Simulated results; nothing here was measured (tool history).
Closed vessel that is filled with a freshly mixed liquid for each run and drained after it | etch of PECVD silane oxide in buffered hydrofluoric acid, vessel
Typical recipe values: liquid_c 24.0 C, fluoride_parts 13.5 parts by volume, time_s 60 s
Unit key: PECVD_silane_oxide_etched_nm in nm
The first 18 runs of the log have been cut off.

run,day,liquid_c,fluoride_parts,time_s,"read-back film thickness of the PECVD silane oxide reference wafer, read on the same gauge (nm)",PECVD_silane_oxide_etched_nm
19,9.971,24.0,8.5,60,60.01,321.78
# day 10.279: thermometer replaced
20,10.450,24.0,13.5,60,59.99,213.35
21,10.933,28.0,18.0,85,59.98,282.40
22,11.292,28.5,13.5,60,60.01,270.63
23,12.558,27.0,11.0,30,59.94,151.45
24,13.017,25.5,11.5,75,60.00,339.03
25,13.512,24.0,13.5,80,60.02,283.91
26,15.350,24.0,8.5,85,59.98,460.33
27,15.792,28.0,8.5,85,59.96,575.13
28,16.233,24.0,13.5,30,59.98,107.53
29,16.817,24.0,17.5,60,59.99,165.98
30,17.204,27.0,13.5,60,60.01,252.66
31,17.800,24.0,18.0,60,60.03,162.15
32,19.533,24.0,13.5,60,59.98,215.39
33,19.796,24.0,15.5,80,59.95,249.59
34,20.517,24.0,13.5,60,59.98,214.25

What if the next run were any one of these 3? Each begins from the tool's condition after run 34:
A,20.546,24.0,13.5,60,?,?
B,20.546,25.5,18.0,45,?,?
C,20.546,24.0,17.0,75,?,?

run,"read-back film thickness of the PECVD silane oxide reference wafer, read on the same gauge (nm)",PECVD_silane_oxide_etched_nm
A,60.00,215.25
B,60.00,132.03
C,60.00,214.55
Take away the tool's hidden state, keep each run's random variation, and the runs would have read:
run,PECVD_silane_oxide_etched_nm
A,209.59
B,128.54
C,208.88

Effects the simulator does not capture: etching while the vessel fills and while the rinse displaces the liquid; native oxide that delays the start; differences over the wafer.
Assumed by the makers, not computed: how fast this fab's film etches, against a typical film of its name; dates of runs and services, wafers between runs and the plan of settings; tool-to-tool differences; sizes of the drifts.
